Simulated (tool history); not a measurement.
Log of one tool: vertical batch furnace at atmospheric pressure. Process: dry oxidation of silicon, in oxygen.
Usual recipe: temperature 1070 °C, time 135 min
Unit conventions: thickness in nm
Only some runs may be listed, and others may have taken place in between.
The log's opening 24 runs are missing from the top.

run    hour  temperature   time  read-back reference wafer on the same gauge, thickness  thickness
 25  1278.8         1070    135                                                  199.97     166.69
     1314.8  -- boat lift adjusted
 26  1323.3         1050    135                                                  200.02     151.76
 27  1351.9         1087  111.5                                                  200.06     169.21
 28  1392.3         1076    135                                                  200.16     178.47
 29  1458.7         1070    135                                                  199.85     171.15
 30  1501.2         1091     73                                                     200     135.03
 31    1594         1047   94.5                                                     200      120.7
 32  1659.8         1081  180.5                                                  199.87     216.93

For run 33, what comes out?
 33  1727.5         1070  104.5                                                       ?          ?

Run 33 measured read-back reference wafer on the same gauge, thickness 199.96, thickness 146.57 nm.
With the hidden condition absent and the run-to-run variation left alone, this run would have shown thickness 146.9 nm.
